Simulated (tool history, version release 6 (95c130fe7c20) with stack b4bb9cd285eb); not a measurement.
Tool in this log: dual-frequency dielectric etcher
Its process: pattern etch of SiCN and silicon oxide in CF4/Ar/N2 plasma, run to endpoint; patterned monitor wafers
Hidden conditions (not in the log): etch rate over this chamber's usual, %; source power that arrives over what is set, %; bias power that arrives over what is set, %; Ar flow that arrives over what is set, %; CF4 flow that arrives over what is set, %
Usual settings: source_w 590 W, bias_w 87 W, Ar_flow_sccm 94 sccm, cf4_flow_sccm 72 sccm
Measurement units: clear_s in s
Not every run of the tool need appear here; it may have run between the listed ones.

run	hour	source_w	bias_w	Ar_flow_sccm	cf4_flow_sccm	wafers since the last listed run	hours since the last wet clean	hours since the last source power generator calibration	hours since the last bias power generator calibration	hours since the last Ar flow controller change	hours since the last CF4 flow controller change	hours since the last upper electrode change	incoming incoming film thickness, nm	clear_s
1	0.0	490	87	94	67	0	297.4	2980.2	939.7	4223.4	2830.7	4332.9	16.17	16.1
2	56.3	490	87	94	67	1069	353.7	3036.5	996.0	4279.7	2887.0	4389.2	16.27	16.3
3	98.2	490	87	94	67	796	395.6	3078.4	1037.9	4321.6	2928.9	4431.1	16.04	16.3
4	131.4	590	87	82	72	630	428.8	3111.6	1071.1	4354.8	2962.1	4464.3	16.18	13.8
5	194.6	590	87	82	72	1200	492.0	3174.8	1134.3	4418.0	3025.3	4527.5	16.22	13.7
6	220.3	590	87	94	72	488	517.7	3200.5	1160.0	4443.7	3051.0	4553.2	16.06	14.1
7	279.7	590	87	94	72	1128	577.1	3259.9	1219.4	4503.1	3110.4	4612.6	16.17	14.1
# hour 319.7: wet clean of the chamber
8	320.2	590	87	94	72	313	0.5	3300.4	1259.9	4543.6	3150.9	4653.1	16.16	13.5
9	350.5	590	87	80	72	575	30.8	3330.7	1290.2	4573.9	3181.2	4683.4	16.15	13.3
10	376.3	640	94	94	72	490	56.6	3356.5	1316.0	4599.7	3207.0	4709.2	16.09	12.4
# hour 388.1: source power generator calibrated
11	507.8	640	94	94	72	2422	188.1	119.7	1447.5	4731.2	3338.5	4840.7	16.16	12.6
# hour 543.3: CF4 flow controller replaced
12	578.0	470	87	116	77	1219	258.3	189.9	1517.7	4801.4	34.7	4910.9	16.11	16.9
13	620.2	590	87	94	72	801	300.5	232.1	1559.9	4843.6	76.9	4953.1	16.11	14.0
14	684.7	590	87	94	72	1225	365.0	296.6	1624.4	4908.1	141.4	5017.6	16.22	14.1
# hour 711.8: Ar flow controller replaced
15	732.5	590	87	94	72	794	412.8	344.4	1672.2	20.7	189.2	5065.4	16.15	14.2
16	788.8	690	87	94	72	1069	469.1	400.7	1728.5	77.0	245.5	5121.7	16.00	12.4
# hour 798.8: bias power generator calibrated
# hour 849.6: wet clean of the chamber
17	850.1	710	87	88	72	632	0.5	462.0	51.3	138.3	306.8	5183.0	16.09	11.6
# hour 944.5: upper electrode replaced
18	953.5	590	87	104	66	1508	103.9	565.4	154.7	241.7	410.2	9.0	16.06	14.2
19	1021.9	590	87	94	72	1299	172.3	633.8	223.1	310.1	478.6	77.4	15.82	13.5
20	1089.4	590	87	94	83	1282	239.8	701.3	290.6	377.6	546.1	144.9	16.14	13.7
21	1152.1	590	106	109	72	1191	302.5	764.0	353.3	440.3	608.8	207.6	16.26	13.4
22	1186.0	590	87	84	72	644	336.4	797.9	387.2	474.2	642.7	241.5	16.00	13.6

Consider 3 possible next runs. They are alternatives, not a sequence: every one starts from the tool as it was left by run 22. What does each give?
A	1186.4	590	87	94	72	7	336.8	798.3	387.6	474.6	643.1	241.9	16.08	?
B	1186.4	460	87	83	72	7	336.8	798.3	387.6	474.6	643.1	241.9	16.08	?
C	1186.4	590	94	108	78	7	336.8	798.3	387.6	474.6	643.1	241.9	16.08	?

run	clear_s
A	14.1
B	16.4
C	14.0
Without the tool's unlogged condition, the same runs would have read:
run	clear_s
A	13.6
B	15.8
C	13.5
